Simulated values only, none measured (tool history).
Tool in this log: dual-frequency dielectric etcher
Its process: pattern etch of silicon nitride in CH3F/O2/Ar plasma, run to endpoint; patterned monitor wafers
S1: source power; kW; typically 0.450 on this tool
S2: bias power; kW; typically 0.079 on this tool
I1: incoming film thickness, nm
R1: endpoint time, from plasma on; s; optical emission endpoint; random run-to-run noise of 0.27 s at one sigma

{"run": 1, "hour": 0.0, "S1": 0.49, "S2": 0.079, "I1": 41.49, "R1": 54.3}
{"run": 2, "hour": 16.2, "S1": 0.49, "S2": 0.079, "I1": 41.46, "R1": 54.3}
{"run": 3, "hour": 45.6, "S1": 0.45, "S2": 0.087, "I1": 41.84, "R1": 54.0}
{"run": 4, "hour": 79.9, "S1": 0.45, "S2": 0.087, "I1": 42.49, "R1": 54.9}
{"run": 5, "hour": 93.2, "S1": 0.4, "S2": 0.086, "I1": 41.51, "R1": 55.5}
{"run": 6, "hour": 115.8, "S1": 0.49, "S2": 0.075, "I1": 41.74, "R1": 56.0}
{"run": 7, "hour": 140.7, "S1": 0.49, "S2": 0.075, "I1": 41.73, "R1": 55.5}
{"run": 8, "hour": 162.6, "S1": 0.36, "S2": 0.095, "I1": 41.49, "R1": 54.8}
{"run": 9, "hour": 185.7, "S1": 0.54, "S2": 0.072, "I1": 42.1, "R1": 55.4}
{"run": 10, "hour": 201.7, "S1": 0.45, "S2": 0.079, "I1": 41.75, "R1": 56.0}
{"run": 11, "hour": 236.1, "S1": 0.52, "S2": 0.062, "I1": 41.34, "R1": 58.5}
{"run": 12, "hour": 264.4, "S1": 0.39, "S2": 0.09, "I1": 42.2, "R1": 56.0}
{"run": 13, "hour": 289.0, "S1": 0.45, "S2": 0.088, "I1": 41.94, "R1": 53.4}
{"run": 14, "hour": 309.3, "S1": 0.45, "S2": 0.079, "I1": 41.62, "R1": 56.1}
{"run": 15, "hour": 341.2, "S1": 0.45, "S2": 0.079, "I1": 42.2, "R1": 56.0}

Not shown here: 4 entries made in the log between runs. Locate each between two listed runs and compare the hidden state at the listed run before it with the hidden state at the listed run after it:
Logged between run 8 and run 9: bias power generator calibrated (hour 184.7)
  no hidden state differs between the two runs
Logged between run 10 and run 11: upper electrode replaced (hour 233.8)
  no hidden state differs between the two runs
Logged between run 11 and run 12: wet clean of the chamber (hour 260.8); source power generator calibrated (hour 262.5)
  no hidden state differs between the two runs
